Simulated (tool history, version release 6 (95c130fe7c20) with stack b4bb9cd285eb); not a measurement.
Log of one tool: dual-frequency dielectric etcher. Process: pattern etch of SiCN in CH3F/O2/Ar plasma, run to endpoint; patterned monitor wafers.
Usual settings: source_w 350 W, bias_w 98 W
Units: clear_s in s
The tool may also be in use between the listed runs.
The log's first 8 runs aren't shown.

run    hour  source_w  bias_w  wafers since the last listed run  hours since the last wet clean  hours since the last source power generator calibration  hours since the last bias power generator calibration  hours since the last upper electrode change  incoming incoming film thickness, nm  clear_s
  9   441.3       350      98                               685                           370.2                                                   3701.9                                                 1958.8                                       3994.8                                 11.04     25.9
 10   489.3       350      98                               642                           418.2                                                   3749.9                                                 2006.8                                       4042.8                                 11.18     26.4
 11   525.3       350      98                               481                           454.2                                                   3785.9                                                 2042.8                                       4078.8                                 11.00     25.7
 12   623.1       350      98                              1309                           552.0                                                   3883.7                                                 2140.6                                       4176.6                                 11.08     26.0
      655.0  -- wet clean of the chamber
 13   655.5       350      98                               112                             0.5                                                   3916.1                                                 2173.0                                       4209.0                                 11.23     26.2
 14   702.4       350      98                               627                            47.4                                                   3963.0                                                 2219.9                                       4255.9                                 11.19     26.4
 15   750.9       300     113                               649                            95.9                                                   4011.5                                                 2268.4                                       4304.4                                 11.22     24.6
      785.1  -- bias power generator calibrated
 16   815.3       300     113                               808                           160.3                                                   4075.9                                                   30.2                                       4368.8                                 11.23     26.1
 17   863.9       300     113                               650                           208.9                                                   4124.5                                                   78.8                                       4417.4                                 11.14     25.7
 18   892.7       350      98                               385                           237.7                                                   4153.3                                                  107.6                                       4446.2                                 11.03     26.8
 19   927.3       260      98                               463                           272.3                                                   4187.9                                                  142.2                                       4480.8                                 11.03     28.4
 20   977.5       270      80                               672                           322.5                                                   4238.1                                                  192.4                                       4531.0                                 11.02     32.1
     1147.5  -- wet clean of the chamber
 21  1148.0       400     108                              1961                             0.5                                                   4408.6                                                  362.9                                       4701.5                                 11.11     24.6
     1209.2  -- upper electrode replaced
 22  1209.7       350      98                               504                            62.2                                                   4470.3                                                  424.6                                          0.5                                 11.18     27.5
 23  1259.8       420     107                               670                           112.3                                                   4520.4                                                  474.7                                         50.6                                 11.13     24.7
 24  1324.7       430      81                               868                           177.2                                                   4585.3                                                  539.6                                        115.5                                 11.14     29.1
 25  1377.3       350      98                               704                           229.8                                                   4637.9                                                  592.2                                        168.1                                 11.13     27.1
 26  1447.9       390      98                               945                           300.4                                                   4708.5                                                  662.8                                        238.7                                 11.05     26.2
 27  1495.0       350      98                               630                           347.5                                                   4755.6                                                  709.9                                        285.8                                 11.11     27.0
     1526.6  -- source power generator calibrated
 28  1532.6       350      98                               449                           385.1                                                      6.0                                                  747.5                                        323.4                                 11.11     26.7
 29  1565.5       350     108                               440                           418.0                                                     38.9                                                  780.4                                        356.3                                 11.07     25.6
     1628.0  -- wet clean of the chamber
 30  1629.6       290      87                               536                             1.6                                                    103.0                                                  844.5                                        420.4                                 11.03     30.2
 31  1675.4       420      98                               613                            47.4                                                    148.8                                                  890.3                                        466.2                                 11.09     25.7

Forecast run 32:
 32  1879.5       350      98                              2732                           251.5                                                    352.9                                                 1094.4                                        670.3                                 11.15        ?

clear_s: 26.7 s
Without the tool's hidden state the same run would have given clear_s 26.9 s.
